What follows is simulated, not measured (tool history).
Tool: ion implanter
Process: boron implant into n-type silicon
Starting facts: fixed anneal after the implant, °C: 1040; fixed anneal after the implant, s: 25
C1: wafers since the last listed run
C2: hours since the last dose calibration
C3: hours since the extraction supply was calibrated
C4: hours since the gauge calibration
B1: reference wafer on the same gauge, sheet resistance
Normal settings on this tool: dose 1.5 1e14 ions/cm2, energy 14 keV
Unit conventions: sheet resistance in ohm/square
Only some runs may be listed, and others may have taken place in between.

run 1 hour=0 | dose=1.5 energy=14 | C1=0 C2=611.7 C3=4617.5 C4=290.6 | B1=612.33 | sheet_resistance=622.77
run 2 hour=14.6 | dose=1.5 energy=14 | C1=281 C2=626.3 C3=4632.1 C4=305.2 | B1=612.11 | sheet_resistance=622.9
run 3 hour=111.1 | dose=1.5 energy=17.5 | C1=1862 C2=722.8 C3=4728.6 C4=401.7 | B1=611.99 | sheet_resistance=607.86
run 4 hour=127.6 | dose=1.5 energy=14 | C1=318 C2=739.3 C3=4745.1 C4=418.2 | B1=612.31 | sheet_resistance=625.66
run 5 hour=153.9 | dose=1.5 energy=14 | C1=507 C2=765.6 C3=4771.4 C4=444.5 | B1=612.28 | sheet_resistance=626.91
run 6 hour=176 | dose=1.5 energy=14 | C1=426 C2=787.7 C3=4793.5 C4=466.6 | B1=611.92 | sheet_resistance=626.34
run 7 hour=206.7 | dose=1.83 energy=14 | C1=592 C2=818.4 C3=4824.2 C4=497.3 | B1=612.03 | sheet_resistance=534.17
run 8 hour=219.1 | dose=1.5 energy=14 | C1=239 C2=830.8 C3=4836.6 C4=509.7 | B1=611.58 | sheet_resistance=636.1
run 9 hour=231.4 | dose=1.5 energy=14 | C1=237 C2=843.1 C3=4848.9 C4=522 | B1=612.24 | sheet_resistance=631.85
run 10 hour=257.9 | dose=1.5 energy=14 | C1=511 C2=869.6 C3=4875.4 C4=548.5 | B1=612.25 | sheet_resistance=633.8
-- hour=269.3 extraction supply calibrated
run 11 hour=279.5 | dose=1.5 energy=11.5 | C1=262 C2=891.2 C3=10.2 C4=570.1 | B1=612.45 | sheet_resistance=649.21
-- hour=292.3 gauge calibrated
run 12 hour=350.1 | dose=1.5 energy=11.5 | C1=1362 C2=961.8 C3=80.8 C4=57.8 | B1=612.12 | sheet_resistance=654.69
run 13 hour=382.7 | dose=1.5 energy=11.5 | C1=629 C2=994.4 C3=113.4 C4=90.4 | B1=611.97 | sheet_resistance=654.84
-- hour=403.2 Faraday cup replaced and dose calibrated
run 14 hour=404.4 | dose=1.35 energy=14 | C1=264 C2=1.2 C3=135.1 C4=112.1 | B1=611.91 | sheet_resistance=665.57
run 15 hour=437.6 | dose=1.67 energy=9.5 | C1=640 C2=34.4 C3=168.3 C4=145.3 | B1=612.64 | sheet_resistance=589.8
run 16 hour=460.1 | dose=1.62 energy=15.5 | C1=434 C2=56.9 C3=190.8 C4=167.8 | B1=611.77 | sheet_resistance=569.77
run 17 hour=477.6 | dose=1.13 energy=11.5 | C1=337 C2=74.4 C3=208.3 C4=185.3 | B1=612.21 | sheet_resistance=790.71
run 18 hour=508.2 | dose=1.5 energy=14 | C1=590 C2=105 C3=238.9 C4=215.9 | B1=611.82 | sheet_resistance=608.49
run 19 hour=524.6 | dose=1.5 energy=14 | C1=316 C2=121.4 C3=255.3 C4=232.3 | B1=611.76 | sheet_resistance=610.52
run 20 hour=543.6 | dose=1.5 energy=14 | C1=366 C2=140.4 C3=274.3 C4=251.3 | B1=612.2 | sheet_resistance=613.2
run 21 hour=573.8 | dose=1.08 energy=18.5 | C1=583 C2=170.6 C3=304.5 C4=281.5 | B1=612.35 | sheet_resistance=756.93
run 22 hour=590.4 | dose=1.67 energy=10 | C1=320 C2=187.2 C3=321.1 C4=298.1 | B1=612.18 | sheet_resistance=580.93
run 23 hour=613.4 | dose=1.89 energy=12 | C1=444 C2=210.2 C3=344.1 C4=321.1 | B1=611.82 | sheet_resistance=516.68
run 24 hour=628.2 | dose=1.23 energy=16 | C1=285 C2=225 C3=358.9 C4=335.9 | B1=612.19 | sheet_resistance=702.86
run 25 hour=656.1 | dose=1.76 energy=14 | C1=538 C2=252.9 C3=386.8 C4=363.8 | B1=612.17 | sheet_resistance=537.92
run 26 hour=684.4 | dose=1.87 energy=14 | C1=546 C2=281.2 C3=415.1 C4=392.1 | B1=611.59 | sheet_resistance=510.15
run 27 hour=705.3 | dose=1.31 energy=10 | C1=403 C2=302.1 C3=436 C4=413 | B1=612.02 | sheet_resistance=709.47
run 28 hour=733.2 | dose=1.16 energy=11.5 | C1=538 C2=330 C3=463.9 C4=440.9 | B1=612.13 | sheet_resistance=776.51

What if the next run were any one of these 4? Each begins from the tool's condition after run 28:
run A hour=733.6 | dose=1.5 energy=14 | C1=7 C2=330.4 C3=464.3 C4=441.3 | B1=? | sheet_resistance=?
run B hour=733.6 | dose=1.18 energy=12.5 | C1=7 C2=330.4 C3=464.3 C4=441.3 | B1=? | sheet_resistance=?
run C hour=733.6 | dose=1.35 energy=12.5 | C1=7 C2=330.4 C3=464.3 C4=441.3 | B1=? | sheet_resistance=?
run D hour=733.6 | dose=1.35 energy=15.5 | C1=7 C2=330.4 C3=464.3 C4=441.3 | B1=? | sheet_resistance=?

run=A B1=611.91 sheet_resistance=613.13
run=B B1=611.91 sheet_resistance=755.72
run=C B1=611.91 sheet_resistance=678.02
run=D B1=611.91 sheet_resistance=658.9
With the hidden condition removed and each run's random variation left untouched, the same runs would have given:
run=A sheet_resistance=610.87
run=B sheet_resistance=753.01
run=C sheet_resistance=675.55
run=D sheet_resistance=656.51
